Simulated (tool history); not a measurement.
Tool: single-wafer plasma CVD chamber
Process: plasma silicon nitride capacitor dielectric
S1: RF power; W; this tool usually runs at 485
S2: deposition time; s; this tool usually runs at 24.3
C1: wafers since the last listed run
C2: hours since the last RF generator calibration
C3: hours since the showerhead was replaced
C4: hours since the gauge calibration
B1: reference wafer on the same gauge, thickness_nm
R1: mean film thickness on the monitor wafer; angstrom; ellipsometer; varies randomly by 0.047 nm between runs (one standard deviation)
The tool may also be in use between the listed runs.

{"run": 1, "hour": 0.0, "S1": 455, "S2": 26.0, "C1": 0, "C2": 906.3, "C3": 7743.7, "C4": 49.2, "B1": 34.517, "R1": 321.94}
{"run": 2, "hour": 16.0, "S1": 455, "S2": 26.0, "C1": 244, "C2": 922.3, "C3": 7759.7, "C4": 65.2, "B1": 34.495, "R1": 321.89}
{"run": 3, "hour": 32.9, "S1": 485, "S2": 24.3, "C1": 257, "C2": 939.2, "C3": 7776.6, "C4": 82.1, "B1": 34.494, "R1": 305.78}
{"run": 4, "hour": 49.9, "S1": 485, "S2": 24.3, "C1": 259, "C2": 956.2, "C3": 7793.6, "C4": 99.1, "B1": 34.505, "R1": 305.77}
{"run": 5, "hour": 65.8, "S1": 485, "S2": 23.1, "C1": 242, "C2": 972.1, "C3": 7809.5, "C4": 115.0, "B1": 34.523, "R1": 289.77}
{"run": 6, "hour": 72.0, "S1": 485, "S2": 23.1, "C1": 94, "C2": 978.3, "C3": 7815.7, "C4": 121.2, "B1": 34.511, "R1": 290.18}
{"run": 7, "hour": 86.6, "S1": 485, "S2": 23.1, "C1": 222, "C2": 992.9, "C3": 7830.3, "C4": 135.8, "B1": 34.503, "R1": 290.43}
{"run": 8, "hour": 108.8, "S1": 485, "S2": 24.3, "C1": 338, "C2": 1015.1, "C3": 7852.5, "C4": 158.0, "B1": 34.493, "R1": 305.27}
{"hour": 119.7, "done": "RF generator calibrated"}
{"run": 9, "hour": 126.4, "S1": 485, "S2": 24.3, "C1": 146, "C2": 6.7, "C3": 7870.1, "C4": 175.6, "B1": 34.506, "R1": 311.49}
{"run": 10, "hour": 132.8, "S1": 485, "S2": 24.3, "C1": 97, "C2": 13.1, "C3": 7876.5, "C4": 182.0, "B1": 34.497, "R1": 312.12}
{"run": 11, "hour": 148.6, "S1": 460, "S2": 26.2, "C1": 241, "C2": 28.9, "C3": 7892.3, "C4": 197.8, "B1": 34.493, "R1": 331.21}
{"hour": 149.2, "done": "gauge calibrated"}
{"run": 12, "hour": 164.1, "S1": 510, "S2": 22.7, "C1": 236, "C2": 44.4, "C3": 7907.8, "C4": 14.9, "B1": 34.495, "R1": 294.72}
{"hour": 174.1, "done": "showerhead replaced, of another model than before"}
{"run": 13, "hour": 181.3, "S1": 395, "S2": 28.0, "C1": 140, "C2": 61.6, "C3": 7.2, "C4": 32.1, "B1": 34.498, "R1": 345.68}
{"run": 14, "hour": 191.8, "S1": 435, "S2": 25.9, "C1": 160, "C2": 72.1, "C3": 17.7, "C4": 42.6, "B1": 34.5, "R1": 326.0}
{"run": 15, "hour": 227.4, "S1": 555, "S2": 24.3, "C1": 543, "C2": 107.7, "C3": 53.3, "C4": 78.2, "B1": 34.504, "R1": 318.84}
{"run": 16, "hour": 240.9, "S1": 575, "S2": 27.3, "C1": 205, "C2": 121.2, "C3": 66.8, "C4": 91.7, "B1": 34.491, "R1": 361.3}
{"run": 17, "hour": 252.1, "S1": 485, "S2": 24.3, "C1": 170, "C2": 132.4, "C3": 78.0, "C4": 102.9, "B1": 34.474, "R1": 311.52}
{"run": 18, "hour": 260.1, "S1": 425, "S2": 24.3, "C1": 122, "C2": 140.4, "C3": 86.0, "C4": 110.9, "B1": 34.492, "R1": 304.05}
{"run": 19, "hour": 271.7, "S1": 415, "S2": 24.3, "C1": 176, "C2": 152.0, "C3": 97.6, "C4": 122.5, "B1": 34.502, "R1": 302.78}
{"run": 20, "hour": 279.4, "S1": 485, "S2": 24.3, "C1": 117, "C2": 159.7, "C3": 105.3, "C4": 130.2, "B1": 34.488, "R1": 311.13}
{"run": 21, "hour": 286.9, "S1": 485, "S2": 25.6, "C1": 114, "C2": 167.2, "C3": 112.8, "C4": 137.7, "B1": 34.512, "R1": 327.93}

Below are 4 alternative next runs, each starting from the tool's condition after run 21. Predict each:
{"run": "A", "hour": 287.3, "S1": 485, "S2": 24.3, "C1": 6, "C2": 167.6, "C3": 113.2, "C4": 138.1, "B1": "?", "R1": "?"}
{"run": "B", "hour": 287.3, "S1": 530, "S2": 28.9, "C1": 6, "C2": 167.6, "C3": 113.2, "C4": 138.1, "B1": "?", "R1": "?"}
{"run": "C", "hour": 287.3, "S1": 410, "S2": 21.0, "C1": 6, "C2": 167.6, "C3": 113.2, "C4": 138.1, "B1": "?", "R1": "?"}
{"run": "D", "hour": 287.3, "S1": 485, "S2": 21.2, "C1": 6, "C2": 167.6, "C3": 113.2, "C4": 138.1, "B1": "?", "R1": "?"}

run=A B1=34.521 R1=310.68
run=B B1=34.521 R1=375.73
run=C B1=34.521 R1=260.50
run=D B1=34.521 R1=271.04
Had the tool no hidden state, the same runs would have come out as:
run=A R1=312.04
run=B R1=377.38
run=C R1=261.64
run=D R1=272.23
